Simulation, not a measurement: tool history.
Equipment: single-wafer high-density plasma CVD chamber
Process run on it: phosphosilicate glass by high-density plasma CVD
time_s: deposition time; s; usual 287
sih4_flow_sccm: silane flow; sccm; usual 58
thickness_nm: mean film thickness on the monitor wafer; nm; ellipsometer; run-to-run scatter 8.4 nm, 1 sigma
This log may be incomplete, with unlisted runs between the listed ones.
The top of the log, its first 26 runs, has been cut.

run    hour  time_s  sih4_flow_sccm  read-back reference wafer on the same gauge, thickness_nm  thickness_nm
     1852.9  -- silane flow controller replaced
 27  1860.4     309              62                                                   1690.634      1916.076
 28  1950.5     252              64                                                   1691.894      1607.642
 29  2013.1     302              53                                                   1689.310      1605.891
 30  2113.8     314              53                                                   1689.696      1678.166
 31  2175.2     287              58                                                   1689.286      1678.375
 32  2253.3     302              58                                                   1690.509      1765.499
 33  2327.6     272              53                                                   1691.297      1471.098
 34  2366.2     287              58                                                   1690.137      1680.506
 35  2471.6     287              58                                                   1691.308      1683.413
 36  2546.6     315              58                                                   1688.161      1852.075
 37  2608.9     334              52                                                   1690.871      1796.026
 38  2666.0     263              68                                                   1690.150      1801.650
 39  2730.1     331              68                                                   1690.478      2271.798

Alternative continuations, all from the tool just after run 39; predict every row:
  A  2730.6     339              58                                                          ?             ?
  B  2730.6     251              53                                                          ?             ?
  C  2730.6     264              69                                                          ?             ?
  D  2730.6     303              66                                                          ?             ?

run  read-back reference wafer on the same gauge, thickness_nm  thickness_nm
  A                                                   1690.232      2012.923
  B                                                   1690.232      1368.458
  C                                                   1690.232      1849.739
  D                                                   1690.232      2034.678
Stripped of hidden state, with their random variation kept, the same runs would have yielded:
run  thickness_nm
  A      1971.775
  B      1340.485
  C      1811.927
  D      1993.085
